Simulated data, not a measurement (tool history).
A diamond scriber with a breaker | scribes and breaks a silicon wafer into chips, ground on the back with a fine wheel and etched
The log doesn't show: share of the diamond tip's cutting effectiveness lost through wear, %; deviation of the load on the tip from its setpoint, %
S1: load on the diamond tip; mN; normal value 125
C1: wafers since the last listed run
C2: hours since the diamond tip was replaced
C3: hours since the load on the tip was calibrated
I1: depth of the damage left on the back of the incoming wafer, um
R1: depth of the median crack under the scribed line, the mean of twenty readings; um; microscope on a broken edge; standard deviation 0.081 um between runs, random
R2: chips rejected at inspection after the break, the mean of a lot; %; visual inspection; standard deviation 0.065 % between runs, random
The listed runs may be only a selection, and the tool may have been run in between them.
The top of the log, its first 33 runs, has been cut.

{"run": 34, "hour": 980.4, "S1": 140, "C1": 75, "C2": 264, "C3": 169.3, "I1": 0.3, "R1": 10.82, "R2": 2.1}
{"run": 35, "hour": 1008.7, "S1": 125, "C1": 124, "C2": 292.3, "C3": 197.6, "I1": 0.54, "R1": 9.98, "R2": 1.18}
{"run": 36, "hour": 1038.6, "S1": 153, "C1": 131, "C2": 322.2, "C3": 227.5, "I1": 0.46, "R1": 11.7, "R2": 4.54}
{"run": 37, "hour": 1071.2, "S1": 88, "C1": 143, "C2": 354.8, "C3": 260.1, "I1": 0.43, "R1": 7.18, "R2": 13.49}
{"run": 38, "hour": 1083.4, "S1": 102, "C1": 53, "C2": 367, "C3": 272.3, "I1": 0.62, "R1": 8.22, "R2": 4.58}
{"run": 39, "hour": 1113.8, "S1": 125, "C1": 134, "C2": 397.4, "C3": 302.7, "I1": 0.34, "R1": 9.84, "R2": 1.06}
{"run": 40, "hour": 1217.7, "S1": 139, "C1": 458, "C2": 501.3, "C3": 406.6, "I1": 0.33, "R1": 10.89, "R2": 2.29}
{"run": 41, "hour": 1242.1, "S1": 125, "C1": 107, "C2": 525.7, "C3": 431, "I1": 0.42, "R1": 9.89, "R2": 1.1}

5 options for the next run, each taken on its own from the tool as it stands now. Forecast them:
{"run": "A", "hour": 1242.6, "S1": 146, "C1": 2, "C2": 526.2, "C3": 431.5, "I1": 0.74, "R1": "?", "R2": "?"}
{"run": "B", "hour": 1242.6, "S1": 103, "C1": 2, "C2": 526.2, "C3": 431.5, "I1": 0.74, "R1": "?", "R2": "?"}
{"run": "C", "hour": 1242.6, "S1": 111, "C1": 2, "C2": 526.2, "C3": 431.5, "I1": 0.74, "R1": "?", "R2": "?"}
{"run": "D", "hour": 1242.6, "S1": 155, "C1": 2, "C2": 526.2, "C3": 431.5, "I1": 0.74, "R1": "?", "R2": "?"}
{"run": "E", "hour": 1242.6, "S1": 161, "C1": 2, "C2": 526.2, "C3": 431.5, "I1": 0.74, "R1": "?", "R2": "?"}

run=A R1=11.35 R2=3.63
run=B R1=8.33 R2=4.52
run=C R1=8.93 R2=2.3
run=D R1=11.93 R2=5.63
run=E R1=12.31 R2=7.16
What these runs would have given with no unlogged condition in the tool:
run=A R1=11.24 R2=3.31
run=B R1=8.25 R2=4.92
run=C R1=8.84 R2=2.55
run=D R1=11.82 R2=5.2
run=E R1=12.19 R2=6.66
